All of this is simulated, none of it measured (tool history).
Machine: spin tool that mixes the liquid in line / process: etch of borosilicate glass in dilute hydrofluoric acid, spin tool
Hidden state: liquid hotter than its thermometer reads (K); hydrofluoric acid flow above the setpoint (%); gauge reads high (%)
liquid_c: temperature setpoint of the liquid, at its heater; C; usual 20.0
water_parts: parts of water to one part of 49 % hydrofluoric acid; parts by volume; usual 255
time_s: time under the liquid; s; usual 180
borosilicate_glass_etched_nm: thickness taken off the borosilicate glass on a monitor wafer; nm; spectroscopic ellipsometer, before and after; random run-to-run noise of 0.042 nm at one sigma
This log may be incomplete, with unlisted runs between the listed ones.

| run | hour | liquid_c | water_parts | time_s | wafers since the last listed run | hours since the thermometer was replaced | hours since the hydrofluoric acid flow meter was replaced | hours since the gauge calibration | read-back film thickness of the borosilicate glass reference wafer, read on the same gauge (nm) | borosilicate_glass_etched_nm |
|---|---|---|---|---|---|---|---|---|---|---|
| 1 | 0.0 | 20.0 | 255 | 180 | 0 | 242.5 | 721.3 | 568.5 | 140.01 | 9.90 |
| 2 | 53.5 | 20.0 | 255 | 180 | 512 | 296.0 | 774.8 | 622.0 | 140.00 | 9.98 |
| 3 | 119.1 | 20.0 | 255 | 105 | 627 | 361.6 | 840.4 | 687.6 | 140.02 | 5.88 |
| 4 | 167.8 | 20.0 | 255 | 105 | 466 | 410.3 | 889.1 | 736.3 | 140.03 | 5.84 |
| 5 | 207.1 | 17.5 | 255 | 180 | 376 | 449.6 | 928.4 | 775.6 | 140.02 | 9.20 |
| 6 | 262.3 | 20.0 | 255 | 180 | 528 | 504.8 | 983.6 | 830.8 | 139.99 | 10.18 |
|  | 332.6 | thermometer replaced |
| 7 | 333.5 | 20.0 | 255 | 180 | 671 | 0.9 | 1054.8 | 902.0 | 140.01 | 9.92 |
| 8 | 399.6 | 20.0 | 255 | 180 | 632 | 67.0 | 1120.9 | 968.1 | 140.01 | 9.93 |
| 9 | 440.9 | 20.0 | 255 | 180 | 395 | 108.3 | 1162.2 | 1009.4 | 139.99 | 9.89 |
| 10 | 473.2 | 20.0 | 255 | 180 | 309 | 140.6 | 1194.5 | 1041.7 | 139.99 | 9.96 |
| 11 | 518.0 | 20.0 | 255 | 180 | 428 | 185.4 | 1239.3 | 1086.5 | 140.00 | 10.01 |
|  | 585.6 | gauge calibrated |
| 12 | 588.5 | 22.0 | 255 | 100 | 674 | 255.9 | 1309.8 | 2.9 | 140.01 | 5.98 |
| 13 | 629.8 | 20.0 | 255 | 180 | 395 | 297.2 | 1351.1 | 44.2 | 140.00 | 10.10 |
| 14 | 696.9 | 17.0 | 255 | 70 | 642 | 364.3 | 1418.2 | 111.3 | 140.00 | 3.48 |
|  | 701.6 | hydrofluoric acid flow meter replaced |
| 15 | 748.6 | 20.0 | 255 | 210 | 485 | 416.0 | 47.0 | 163.0 | 140.02 | 11.71 |
| 16 | 790.8 | 17.0 | 150 | 180 | 403 | 458.2 | 89.2 | 205.2 | 139.99 | 16.83 |
|  | 835.6 | thermometer replaced |
| 17 | 842.4 | 20.0 | 255 | 180 | 484 | 6.8 | 140.8 | 256.8 | 139.99 | 10.02 |

Forecast run 18:
| 18 | 882.9 | 20.0 | 255 | 180 | 387 | 47.3 | 181.3 | 297.3 | ? | ? |

{"run 18": {"read-back film thickness of the borosilicate glass reference wafer, read on the same gauge (nm)": 140.0, "borosilicate_glass_etched_nm": 9.9}}
Had the tool carried no hidden state, the very same run would have given borosilicate_glass_etched_nm 9.85 nm.
